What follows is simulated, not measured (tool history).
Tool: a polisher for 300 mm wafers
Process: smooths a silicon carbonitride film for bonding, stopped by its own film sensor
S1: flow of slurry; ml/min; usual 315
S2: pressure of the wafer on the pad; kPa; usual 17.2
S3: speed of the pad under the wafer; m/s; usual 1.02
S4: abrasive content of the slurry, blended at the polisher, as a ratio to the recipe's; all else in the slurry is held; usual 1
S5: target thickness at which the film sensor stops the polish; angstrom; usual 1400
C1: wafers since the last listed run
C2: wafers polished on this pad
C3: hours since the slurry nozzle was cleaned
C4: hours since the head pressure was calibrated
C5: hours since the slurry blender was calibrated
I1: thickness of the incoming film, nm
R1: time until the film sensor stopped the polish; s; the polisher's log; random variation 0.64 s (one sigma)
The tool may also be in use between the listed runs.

Run 1, hour 0: usual settings; C1 0; C2 247; C3 554.3; C4 695.9; C5 147.6; I1 158.6. Result: R1 50.9 s.
Run 2, hour 27.8: usual settings; C1 189; C2 436; C3 582.1; C4 723.7; C5 175.4; I1 160.2. Result: R1 56.6 s.
At hour 38.5: slurry blender recalibrated.
Run 3, hour 53.3: usual settings but S1 285 ml/min; C1 159; C2 596; C3 607.6; C4 749.2; C5 14.8; I1 159.4. Result: R1 55.1 s.
Run 4, hour 100.5: usual settings but S2 22.1 kPa; C1 320; C2 917; C3 654.8; C4 796.4; C5 62; I1 159. Result: R1 42.2 s.
At hour 147.3: worn pad replaced by a new one.
Run 5, hour 168: usual settings; C1 431; C2 140; C3 722.3; C4 863.9; C5 129.5; I1 159. Result: R1 52.6 s.
At hour 227.6: slurry blender recalibrated.
Run 6, hour 239.6: usual settings; C1 473; C2 613; C3 793.9; C4 935.5; C5 12; I1 158. Result: R1 50.7 s.
Run 7, hour 282.1: usual settings; C1 289; C2 902; C3 836.4; C4 978; C5 54.5; I1 158.4. Result: R1 54.2 s.
At hour 345.2: slurry nozzle cleaned.
At hour 349.7: worn pad replaced by a new one.
Run 8, hour 350.2: usual settings; C1 429; C2 3; C3 5; C4 1046.1; C5 122.6; I1 163.3. Result: R1 60.6 s.
Run 9, hour 382.1: usual settings; C1 216; C2 220; C3 36.9; C4 1078; C5 154.5; I1 159.5. Result: R1 55 s.
Run 10, hour 411.8: usual settings; C1 201; C2 422; C3 66.6; C4 1107.7; C5 184.2; I1 160. Result: R1 56.4 s.
At hour 419.6: slurry blender recalibrated.
Run 11, hour 451.6: usual settings; C1 257; C2 679; C3 106.4; C4 1147.5; C5 32; I1 160.3. Result: R1 58.7 s.
Run 12, hour 487.7: usual settings but S1 420 ml/min, S2 11.7 kPa; C1 245; C2 924; C3 142.5; C4 1183.6; C5 68.1; I1 161.4. Result: R1 90.6 s.
At hour 500.1: head pressure recalibrated.
Run 13, hour 523.2: usual settings; C1 227; C2 1152; C3 178; C4 23.1; C5 103.6; I1 161.4. Result: R1 63.2 s.
At hour 544.3: worn pad replaced by a new one.
Run 14, hour 588: usual settings but S1 370 ml/min, S2 20 kPa, S4 0.8, S5 1340 angstrom; C1 413; C2 296; C3 242.8; C4 87.9; C5 168.4; I1 160.5. Result: R1 68 s.
At hour 612.3: slurry blender recalibrated.
Run 15, hour 649.4: usual settings but S3 1.34 m/s; C1 403; C2 700; C3 304.2; C4 149.3; C5 37.1; I1 159.5. Result: R1 45.5 s.
Run 16, hour 710.9: usual settings; C1 418; C2 1119; C3 365.7; C4 210.8; C5 98.6; I1 159.9. Result: R1 56.8 s.
At hour 715.4: worn pad replaced by a new one.
Run 17, hour 773.9: usual settings but S3 1.36 m/s; C1 401; C2 397; C3 428.7; C4 273.8; C5 161.6; I1 158.7. Result: R1 40.6 s.
At hour 784: slurry blender recalibrated.
Run 18, hour 844.3: usual settings; C1 465; C2 862; C3 499.1; C4 344.2; C5 60.3; I1 159.8. Result: R1 56.9 s.
Run 19, hour 872.2: usual settings but S2 13.1 kPa, S3 1.36 m/s; C1 189; C2 1052; C3 527; C4 372.1; C5 88.2; I1 162.9. Result: R1 70 s.
Run 20, hour 901.5: usual settings but S2 14.5 kPa, S4 0.75, S5 1350 angstrom; C1 199; C2 1251; C3 556.3; C4 401.4; C5 117.5; I1 162.2. Result: R1 109.1 s.
At hour 946.4: worn pad replaced by a new one.
Run 21, hour 964.3: usual settings but S4 1.25, S5 1370 angstrom; C1 399; C2 121; C3 619.1; C4 464.2; C5 180.3; I1 162.9. Result: R1 64.4 s.
At hour 1002.4: slurry blender recalibrated.
Run 22, hour 1005.8: usual settings but S1 410 ml/min; C1 268; C2 390; C3 660.6; C4 505.7; C5 3.4; I1 160.5. Result: R1 56.1 s.

Forecast each of these 3 alternatives for the next run:
Run A, hour 1006.2: usual settings but S5 1460 angstrom; C1 2; C2 393; C3 661; C4 506.1; C5 3.8; I1 159.5. Result: R1 ?.
Run B, hour 1006.2: usual settings but S2 12.4 kPa, S3 1.16 m/s; C1 2; C2 393; C3 661; C4 506.1; C5 3.8; I1 159.5. Result: R1 ?.
Run C, hour 1006.2: usual settings but S1 390 ml/min, S2 14.5 kPa; C1 2; C2 393; C3 661; C4 506.1; C5 3.8; I1 159.5. Result: R1 ?.

run    R1
  A  37.7
  B  68.3
  C  63.8
Without the tool's hidden state the same runs would have given:
run    R1
  A  35.1
  B  63.5
  C  59.3

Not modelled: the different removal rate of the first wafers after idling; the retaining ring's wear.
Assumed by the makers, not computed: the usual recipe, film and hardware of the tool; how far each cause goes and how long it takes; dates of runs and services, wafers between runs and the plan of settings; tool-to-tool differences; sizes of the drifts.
